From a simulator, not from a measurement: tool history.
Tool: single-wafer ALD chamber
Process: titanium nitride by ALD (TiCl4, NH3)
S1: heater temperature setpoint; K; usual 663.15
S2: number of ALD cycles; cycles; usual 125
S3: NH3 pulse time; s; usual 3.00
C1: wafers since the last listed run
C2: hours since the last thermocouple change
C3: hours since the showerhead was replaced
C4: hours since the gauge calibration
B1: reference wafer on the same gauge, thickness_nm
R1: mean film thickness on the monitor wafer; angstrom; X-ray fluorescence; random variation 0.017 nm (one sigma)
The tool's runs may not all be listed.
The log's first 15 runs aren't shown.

| run | hour | S1 | S2 | S3 | C1 | C2 | C3 | C4 | B1 | R1 |
|---|---|---|---|---|---|---|---|---|---|---|
| 16 | 1113.5 | 672.15 | 125 | 3.00 | 80 | 2501.0 | 3514.6 | 2473.5 | 3.137 | 29.84 |
| 17 | 1200.2 | 672.15 | 125 | 3.00 | 163 | 2587.7 | 3601.3 | 2560.2 | 3.134 | 29.76 |
| 18 | 1246.1 | 656.15 | 109 | 3.00 | 86 | 2633.6 | 3647.2 | 2606.1 | 3.137 | 25.68 |
| 19 | 1297.4 | 650.15 | 125 | 3.47 | 96 | 2684.9 | 3698.5 | 2657.4 | 3.142 | 29.68 |
|  | 1358.4 | showerhead replaced |
| 20 | 1380.5 | 663.15 | 125 | 3.00 | 141 | 2768.0 | 22.1 | 2740.5 | 3.136 | 29.50 |
| 21 | 1454.4 | 663.15 | 142 | 2.47 | 139 | 2841.9 | 96.0 | 2814.4 | 3.142 | 33.35 |
| 22 | 1554.3 | 663.15 | 125 | 3.29 | 188 | 2941.8 | 195.9 | 2914.3 | 3.144 | 29.46 |
|  | 1570.0 | thermocouple changed; heater temperature recalibrated |
| 23 | 1639.6 | 656.15 | 134 | 2.11 | 145 | 69.6 | 281.2 | 2999.6 | 3.139 | 30.59 |

Run 24 comes next. What will it give?
| 24 | 1838.6 | 663.15 | 125 | 3.00 | 375 | 268.6 | 480.2 | 3198.6 | ? | ? |

{"run 24": {"B1": 3.141, "R1": 29.56}}
Without the tool's hidden state the same run would have given R1 29.56 angstrom.

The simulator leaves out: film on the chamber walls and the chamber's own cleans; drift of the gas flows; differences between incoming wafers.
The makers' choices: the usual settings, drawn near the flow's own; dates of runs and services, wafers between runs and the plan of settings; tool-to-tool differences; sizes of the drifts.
